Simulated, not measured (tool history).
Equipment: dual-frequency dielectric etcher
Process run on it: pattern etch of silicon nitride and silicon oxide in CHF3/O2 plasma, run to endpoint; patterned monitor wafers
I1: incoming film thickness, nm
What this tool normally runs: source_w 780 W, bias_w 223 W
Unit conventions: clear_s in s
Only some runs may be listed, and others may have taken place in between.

run 1 hour=0 | source_w=780 bias_w=223 | I1=206 | clear_s=105
run 2 hour=12.4 | source_w=780 bias_w=223 | I1=200.6 | clear_s=102.4
run 3 hour=45.4 | source_w=780 bias_w=189 | I1=205.6 | clear_s=110.5
run 4 hour=59.6 | source_w=780 bias_w=189 | I1=204.2 | clear_s=106.4
run 5 hour=78.4 | source_w=780 bias_w=189 | I1=206.7 | clear_s=110.8
run 6 hour=107.3 | source_w=780 bias_w=223 | I1=204.9 | clear_s=105.1
run 7 hour=119.8 | source_w=780 bias_w=223 | I1=205.4 | clear_s=105.8
run 8 hour=143.3 | source_w=780 bias_w=223 | I1=204.2 | clear_s=104.2
run 9 hour=169.2 | source_w=780 bias_w=223 | I1=203.5 | clear_s=105.7
run 10 hour=183 | source_w=900 bias_w=195 | I1=205.6 | clear_s=105.6
run 11 hour=215.2 | source_w=900 bias_w=195 | I1=202.9 | clear_s=104.5
run 12 hour=247 | source_w=900 bias_w=279 | I1=202.9 | clear_s=96
-- hour=287.9 upper electrode replaced
run 13 hour=328 | source_w=780 bias_w=173 | I1=204.1 | clear_s=113.5
run 14 hour=346.2 | source_w=780 bias_w=223 | I1=204.6 | clear_s=108.1
run 15 hour=379.2 | source_w=780 bias_w=172 | I1=205.2 | clear_s=114.3
-- hour=384.9 bias power generator calibrated
-- hour=409.7 wet clean of the chamber
run 16 hour=410.2 | source_w=600 bias_w=242 | I1=202.5 | clear_s=108.7

Expected results for the next run?
-- hour=417.8 source power generator calibrated
run 17 hour=419.7 | source_w=780 bias_w=223 | I1=204.4 | clear_s=?

{"run 17": {"clear_s": 103.9}}
On a tool with no hidden condition, and with the same random variation, this run would have come out at clear_s 103.7 s.

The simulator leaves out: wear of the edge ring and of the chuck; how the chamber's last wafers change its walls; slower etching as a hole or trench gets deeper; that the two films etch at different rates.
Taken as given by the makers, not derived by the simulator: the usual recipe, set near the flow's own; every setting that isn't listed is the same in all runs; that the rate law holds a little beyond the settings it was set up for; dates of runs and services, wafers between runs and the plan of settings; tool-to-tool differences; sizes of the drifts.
